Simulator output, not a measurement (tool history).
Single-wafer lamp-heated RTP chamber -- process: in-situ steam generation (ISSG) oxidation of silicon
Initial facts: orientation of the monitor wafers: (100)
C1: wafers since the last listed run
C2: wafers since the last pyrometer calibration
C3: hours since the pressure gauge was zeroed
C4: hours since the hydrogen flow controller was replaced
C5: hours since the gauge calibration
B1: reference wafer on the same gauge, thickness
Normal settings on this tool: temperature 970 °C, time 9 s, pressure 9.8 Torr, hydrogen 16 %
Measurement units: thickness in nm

Run 1, hour 0: usual settings but temperature 974 °C; C1 0; C2 734; C3 972.1; C4 5795.3; C5 549.6; B1 2.821. Result: thickness 3.174 nm.
Run 2, hour 65.3: usual settings but temperature 974 °C; C1 748; C2 1482; C3 1037.4; C4 5860.6; C5 614.9; B1 2.819. Result: thickness 3.195 nm.
At hour 138.4: pyrometer window cleaned and pyrometer calibrated.
Run 3, hour 138.9: usual settings but temperature 974 °C; C1 751; C2 5; C3 1111; C4 5934.2; C5 688.5; B1 2.82. Result: thickness 3.172 nm.
Run 4, hour 160.1: usual settings; C1 242; C2 248; C3 1132.2; C4 5955.4; C5 709.7; B1 2.819. Result: thickness 3.137 nm.
Run 5, hour 219.8: usual settings; C1 684; C2 932; C3 1191.9; C4 6015.1; C5 769.4; B1 2.819. Result: thickness 3.151 nm.
Run 6, hour 284.6: usual settings; C1 742; C2 1674; C3 1256.7; C4 6079.9; C5 834.2; B1 2.822. Result: thickness 3.16 nm.
Run 7, hour 314.9: usual settings; C1 347; C2 2022; C3 1287; C4 6110.2; C5 864.5; B1 2.819. Result: thickness 3.178 nm.
At hour 352.8: pyrometer window cleaned and pyrometer calibrated.
Run 8, hour 360.6: usual settings; C1 431; C2 89; C3 1332.7; C4 6155.9; C5 910.2; B1 2.821. Result: thickness 3.136 nm.
Run 9, hour 404: usual settings; C1 497; C2 586; C3 1376.1; C4 6199.3; C5 953.6; B1 2.821. Result: thickness 3.145 nm.
Run 10, hour 436.3: usual settings; C1 370; C2 956; C3 1408.4; C4 6231.6; C5 985.9; B1 2.819. Result: thickness 3.145 nm.
Run 11, hour 496.1: usual settings but temperature 989 °C, time 11 s, pressure 10.2 Torr, hydrogen 25 %; C1 685; C2 1641; C3 1468.2; C4 6291.4; C5 1045.7; B1 2.82. Result: thickness 3.985 nm.
At hour 550.5: hydrogen flow controller replaced.
Run 12, hour 551: usual settings but time 11 s; C1 537; C2 2179; C3 1523.1; C4 0.5; C5 1100.6; B1 2.819. Result: thickness 3.44 nm.
At hour 552.8: gauge calibrated.
At hour 582.2: pyrometer window cleaned and pyrometer calibrated.
Run 13, hour 611.6: usual settings but time 8 s, pressure 10.2 Torr; C1 602; C2 336; C3 1583.7; C4 61.1; C5 58.8; B1 2.82. Result: thickness 2.969 nm.
Run 14, hour 654: usual settings but temperature 987 °C, hydrogen 11 %; C1 485; C2 822; C3 1626.1; C4 103.5; C5 101.2; B1 2.821. Result: thickness 3.008 nm.
At hour 795.5: pressure gauge zeroed.
At hour 802.9: pyrometer window cleaned and pyrometer calibrated.
Run 15, hour 816.1: usual settings; C1 1681; C2 151; C3 20.6; C4 265.6; C5 263.3; B1 2.822. Result: thickness 3.139 nm.
Run 16, hour 849.8: usual settings but time 8 s; C1 386; C2 537; C3 54.3; C4 299.3; C5 297; B1 2.818. Result: thickness 3.003 nm.
Run 17, hour 877.7: usual settings; C1 319; C2 857; C3 82.2; C4 327.2; C5 324.9; B1 2.82. Result: thickness 3.153 nm.
Run 18, hour 903.4: usual settings; C1 294; C2 1152; C3 107.9; C4 352.9; C5 350.6; B1 2.82. Result: thickness 3.145 nm.
Run 19, hour 951: usual settings but time 11 s, pressure 10.2 Torr; C1 545; C2 1697; C3 155.5; C4 400.5; C5 398.2; B1 2.822. Result: thickness 3.416 nm.
At hour 1022.2: pyrometer window cleaned and pyrometer calibrated.
Run 20, hour 1022.7: usual settings but temperature 990 °C, hydrogen 11 %; C1 729; C2 5; C3 227.2; C4 472.2; C5 469.9; B1 2.818. Result: thickness 3.027 nm.
Run 21, hour 1076.1: usual settings but pressure 10.2 Torr; C1 611; C2 617; C3 280.6; C4 525.6; C5 523.3; B1 2.82. Result: thickness 3.125 nm.

Here are 5 independent what-if runs from the current tool condition. What would each one return?
Run A, hour 1076.5: usual settings but time 7 s; C1 4; C2 622; C3 281; C4 526; C5 523.7; B1 ?. Result: thickness ?.
Run B, hour 1076.5: usual settings but temperature 964 °C, pressure 8.5 Torr; C1 4; C2 622; C3 281; C4 526; C5 523.7; B1 ?. Result: thickness ?.
Run C, hour 1076.5: usual settings but temperature 987 °C; C1 4; C2 622; C3 281; C4 526; C5 523.7; B1 ?. Result: thickness ?.
Run D, hour 1076.5: usual settings but temperature 986 °C, pressure 10.2 Torr; C1 4; C2 622; C3 281; C4 526; C5 523.7; B1 ?. Result: thickness ?.
Run E, hour 1076.5: usual settings but temperature 983 °C, pressure 8.4 Torr; C1 4; C2 622; C3 281; C4 526; C5 523.7; B1 ?. Result: thickness ?.

run     B1  thickness
  A  2.819      2.851
  B  2.819      3.143
  C  2.819      3.284
  D  2.819       3.25
  E  2.819      3.299
The same runs, with their run-to-run variation unchanged, on a tool lacking any hidden condition would have given:
run  thickness
  A      2.847
  B      3.139
  C      3.278
  D      3.244
  E      3.293

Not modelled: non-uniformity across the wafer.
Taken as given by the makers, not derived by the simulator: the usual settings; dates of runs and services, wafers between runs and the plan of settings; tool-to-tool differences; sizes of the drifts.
